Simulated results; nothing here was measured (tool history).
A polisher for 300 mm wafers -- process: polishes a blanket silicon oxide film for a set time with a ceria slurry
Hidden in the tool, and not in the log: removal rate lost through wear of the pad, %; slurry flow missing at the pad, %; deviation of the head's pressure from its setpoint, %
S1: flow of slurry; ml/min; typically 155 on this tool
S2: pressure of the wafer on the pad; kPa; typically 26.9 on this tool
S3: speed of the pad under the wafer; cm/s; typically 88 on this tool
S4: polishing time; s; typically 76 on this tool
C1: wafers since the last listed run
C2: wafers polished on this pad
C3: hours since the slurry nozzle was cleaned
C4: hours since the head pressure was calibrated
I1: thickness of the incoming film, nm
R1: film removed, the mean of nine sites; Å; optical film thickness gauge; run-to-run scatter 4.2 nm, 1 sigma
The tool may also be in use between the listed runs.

run	hour	S1	S2	S3	S4	C1	C2	C3	C4	I1	R1
1	0.0	155	26.9	88	88	0	96	221.8	279.1	1145.8	4161
2	13.8	155	26.9	88	66	133	230	235.6	292.9	1145.9	3185
3	35.0	155	26.9	88	61	205	435	256.8	314.1	1131.1	2907
4	46.8	155	26.9	88	61	114	550	268.6	325.9	1142.8	2839
5	60.1	155	26.9	88	61	128	679	281.9	339.2	1135.4	2891
6	70.3	155	22.1	88	76	98	777	292.1	349.4	1159.9	3113
7	77.3	155	26.9	88	76	67	845	299.1	356.4	1142.3	3653
8	87.2	155	26.9	88	76	95	941	309.0	366.3	1147.2	3657
9	99.4	155	26.9	88	76	118	1059	321.2	378.5	1149.7	3543
10	114.6	155	31.0	88	76	147	1206	336.4	393.7	1163.5	4093
11	131.0	155	26.9	88	76	158	1365	352.8	410.1	1131.1	3665
12	140.7	155	26.9	88	76	93	1459	362.5	419.8	1149.9	3552
# hour 149.4: worn pad replaced by a new one
13	151.3	155	31.7	88	76	63	18	373.1	430.4	1148.3	4207
# hour 154.8: slurry nozzle cleaned
14	167.8	155	31.7	88	76	150	168	13.0	446.9	1143.5	4182
15	175.8	130	26.9	88	76	77	246	21.0	454.9	1161.4	3479
16	181.9	155	26.9	80	92	59	305	27.1	461.0	1149.7	3972
17	217.1	155	26.9	88	76	341	646	62.3	496.2	1137.3	3635
18	224.4	175	26.9	62	76	70	716	69.6	503.5	1166.1	2573
19	238.4	135	26.9	88	60	135	852	83.6	517.5	1143.7	2780
20	245.2	155	31.0	88	95	65	918	90.4	524.3	1147.8	5134
21	260.1	155	26.9	80	92	144	1062	105.3	539.2	1158.0	4024
22	273.6	155	32.4	112	76	130	1193	118.8	552.7	1150.0	5505
# hour 283.1: head pressure recalibrated
# hour 283.9: worn pad replaced by a new one
23	286.5	155	20.7	88	76	97	24	131.7	3.4	1153.9	2886
24	303.5	155	26.9	88	76	164	189	148.7	20.4	1154.2	3671
25	311.8	155	21.4	88	76	80	269	157.0	28.7	1138.7	3009
26	320.4	210	26.9	116	76	83	353	165.6	37.3	1150.9	4924
27	338.2	155	26.9	88	76	172	525	183.4	55.1	1144.6	3666
28	353.8	155	24.1	88	85	151	676	199.0	70.7	1146.0	3679
29	368.0	190	26.9	88	76	137	814	213.2	84.9	1160.3	3644

4 ways to go on from here, each from the tool as it stands after run 29. What would each give?
A	368.4	155	26.9	88	76	3	818	213.6	85.3	1162.9	?
B	368.4	155	31.0	88	69	3	818	213.6	85.3	1162.9	?
C	368.4	170	26.9	102	76	3	818	213.6	85.3	1162.9	?
D	368.4	170	30.3	66	91	3	818	213.6	85.3	1162.9	?

run	R1
A	3591
B	3687
C	4210
D	3617
Without the tool's hidden state the same runs would have given:
run	R1
A	3591
B	3687
C	4210
D	3617
